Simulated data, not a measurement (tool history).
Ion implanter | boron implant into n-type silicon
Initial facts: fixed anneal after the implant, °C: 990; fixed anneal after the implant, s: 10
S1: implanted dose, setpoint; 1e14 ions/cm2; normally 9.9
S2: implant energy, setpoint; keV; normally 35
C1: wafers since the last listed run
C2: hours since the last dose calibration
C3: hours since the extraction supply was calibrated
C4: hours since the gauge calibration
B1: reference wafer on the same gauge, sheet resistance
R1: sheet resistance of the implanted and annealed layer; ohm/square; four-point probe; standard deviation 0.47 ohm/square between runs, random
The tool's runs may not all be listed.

run	hour	S1	S2	C1	C2	C3	C4	B1	R1
1	0	10.98	35	0	1418	3961.1	489.5	108.97	113.72
2	38.9	12	27	727	1456.9	4000	528.4	109	107.88
3	64.3	12	27	475	1482.3	4025.4	553.8	108.82	108.77
4	100.5	8.35	35	677	1518.5	4061.6	590	108.85	141.99
5	158.7	8.35	35	1088	1576.7	4119.8	648.2	109.29	142.92
6	241.2	9.9	35	1543	1659.2	4202.3	730.7	109.15	124.51
7	265.5	9.9	35	454	1683.5	4226.6	755	109.02	125.25
8	400	10.84	44.5	2516	1818	4361.1	889.5	109.08	115.17
# hour 455.8: Faraday cup replaced and dose calibrated
9	456.3	10.84	44.5	903	0.5	4417.4	945.8	108.68	110.94
# hour 472.2: extraction supply calibrated
10	498.1	10.84	44.5	632	42.3	25.9	987.6	108.92	110.71
11	541.7	10.84	44.5	815	85.9	69.5	1031.2	109.05	111.68
12	569.1	8.05	46.5	512	113.3	96.9	1058.6	108.98	140.01
13	634.2	8.76	40.5	1218	178.4	162	1123.7	109.03	132.12
14	667.8	12.17	43.5	628	212	195.6	1157.3	108.78	101.72
15	731.8	8.29	27.5	1197	276	259.6	1221.3	109	141.75
# hour 732.5: gauge calibrated
16	798.2	9.9	35	1242	342.4	326	65.7	108.98	120.55
17	864.3	8.11	46.5	1236	408.5	392.1	131.8	109.01	140.98
18	894.8	11.21	29	570	439	422.6	162.3	108.94	111.15
19	1083.8	8.07	39.5	3536	628	611.6	351.3	108.92	141.83
20	1109.1	9.9	28	473	653.3	636.9	376.6	109.03	122.2

Below, some changes in R1 between adjacent runs. For each, the amount present without the hidden state too (settings, incoming material, random variation) and the amount remaining for the hidden state with gauge scatter not shared by both compared results:
What the log doesn't record here: deviation of the true dose from the Faraday cup's reading, %; deviation of the true energy from its setpoint, %; gauge reads high (%).
Run 3 -> 4: S1 12 -> 8.35, S2 27 -> 35. R1 +33.22 ohm/square: hidden state +1.49, all else +31.73.
Run 8 -> 9: Faraday cup replaced and dose calibrated. R1 -4.23 ohm/square: hidden state -4.61, all else +0.38.
Run 14 -> 15: S1 12.17 -> 8.29, S2 43.5 -> 27.5. R1 +40.03 ohm/square: hidden state +0.25, all else +39.78.
